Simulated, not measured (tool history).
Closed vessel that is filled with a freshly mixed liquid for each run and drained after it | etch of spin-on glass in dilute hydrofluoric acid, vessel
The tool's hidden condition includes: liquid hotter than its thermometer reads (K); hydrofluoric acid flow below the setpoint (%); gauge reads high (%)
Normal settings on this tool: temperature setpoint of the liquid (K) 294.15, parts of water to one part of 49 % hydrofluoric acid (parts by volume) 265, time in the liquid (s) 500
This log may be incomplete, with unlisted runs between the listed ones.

run    hour  temperature setpoint of the liquid (K)  parts of water to one part of 49 % hydrofluoric acid (parts by volume)  time in the liquid (s)  wafers since the last listed run  hours since the thermometer was replaced  hours since the hydrofluoric acid flow meter was replaced  hours since the gauge calibration  read-back film thickness of the spin-on glass reference wafer, read on the same gauge (nm)  thickness taken off the spin-on glass on a monitor wafer (angstrom)
  1     0.0                                  297.15                                                                     265                     500                                 0                                     667.5                                                     2136.8                              175.5                                                                                      139.99                                                                536.0
  2    63.4                                  297.15                                                                     265                     500                              4490                                     730.9                                                     2200.2                              238.9                                                                                      139.98                                                                539.3
  3   105.0                                  297.15                                                                     265                     500                              2946                                     772.5                                                     2241.8                              280.5                                                                                      139.97                                                                530.4
  4   151.8                                  290.65                                                                     265                     500                              3314                                     819.3                                                     2288.6                              327.3                                                                                      140.00                                                                416.7
  5   186.2                                  294.15                                                                     265                     500                              2436                                     853.7                                                     2323.0                              361.7                                                                                      139.99                                                                477.3
  6   252.2                                  294.15                                                                     265                     500                              4674                                     919.7                                                     2389.0                              427.7                                                                                      140.01                                                                474.8
  7   318.6                                  294.15                                                                     265                     500                              4702                                     986.1                                                     2455.4                              494.1                                                                                      140.03                                                                469.1
  8   343.6                                  294.15                                                                     265                     500                              1770                                    1011.1                                                     2480.4                              519.1                                                                                      139.98                                                                467.4
  9   410.1                                  294.15                                                                     265                     500                              4709                                    1077.6                                                     2546.9                              585.6                                                                                      140.00                                                                467.7
      436.3  -- hydrofluoric acid flow meter replaced
 10   450.3                                  294.15                                                                     265                     500                              2776                                    1117.8                                                       14.0                              625.8                                                                                      140.00                                                                549.6
 11   475.1                                  294.15                                                                     265                     500                              1756                                    1142.6                                                       38.8                              650.6                                                                                      140.02                                                                553.0
 12   517.8                                  294.15                                                                     265                     500                              3024                                    1185.3                                                       81.5                              693.3                                                                                      140.01                                                                549.3
 13   582.5                                  294.15                                                                     385                     500                              4582                                    1250.0                                                      146.2                              758.0                                                                                      140.01                                                                338.9
 14   614.6                                  294.15                                                                     150                     500                              2273                                    1282.1                                                      178.3                              790.1                                                                                      140.01                                                               1086.7
      621.0  -- thermometer replaced
 15   672.7                                  294.15                                                                     205                     500                              4044                                      51.7                                                      236.4                              848.2                                                                                      140.02                                                                747.8
 16   724.3                                  294.15                                                                     265                     500                              3654                                     103.3                                                      288.0                              899.8                                                                                      140.00                                                                538.6
      732.4  -- gauge calibrated
 17   755.0                                  294.15                                                                     265                     500                              2174                                     134.0                                                      318.7                               22.6                                                                                      139.99                                                                538.4
 18   822.3                                  291.65                                                                     360                     290                              4766                                     201.3                                                      386.0                               89.9                                                                                      139.99                                                                192.2
 19   863.9                                  295.65                                                                     265                     250                              2946                                     242.9                                                      427.6                              131.5                                                                                      140.07                                                                285.7
 20   929.1                                  294.15                                                                     265                     500                              4617                                     308.1                                                      492.8                              196.7                                                                                      140.02                                                                539.4
 21   961.2                                  292.65                                                                     205                     245                              2273                                     340.2                                                      524.9                              228.8                                                                                      140.00                                                                340.7
 22  1005.1                                  294.15                                                                     220                     500                              3109                                     384.1                                                      568.8                              272.7                                                                                      140.02                                                                669.7
 23  1063.0                                  297.15                                                                     265                     500                              4100                                     442.0                                                      626.7                              330.6                                                                                      140.00                                                                589.4
 24  1091.9                                  294.15                                                                     265                     500                              2046                                     470.9                                                      655.6                              359.5                                                                                      140.01                                                                532.2
 25  1140.3                                  296.65                                                                     265                     760                              3427                                     519.3                                                      704.0                              407.9                                                                                      139.96                                                                877.9

For each run, the measured value with the value that run would have given without the tool's hidden condition subtracted. The run-to-run variation is shared by both, the gauge scatter possibly not:
run  thickness taken off the spin-on glass on a monitor wafer (angstrom)
  1                                                                -94.6
  2                                                                -98.0
  3                                                                -98.3
  4                                                                -76.4
  5                                                                -90.4
  6                                                                -92.5
  7                                                                -94.1
  8                                                                -94.7
  9                                                                -97.5
 10                                                                -13.6
 11                                                                -14.5
 12                                                                -15.9
 13                                                                -12.0
 14                                                                -35.4
 15                                                                -28.1
 16                                                                -22.9
 17                                                                -23.9
 18                                                                 -9.8
 19                                                                -14.9
 20                                                                -30.2
 21                                                                -19.0
 22                                                                -39.9
 23                                                                -38.9
 24                                                                -35.7
 25                                                                -62.6
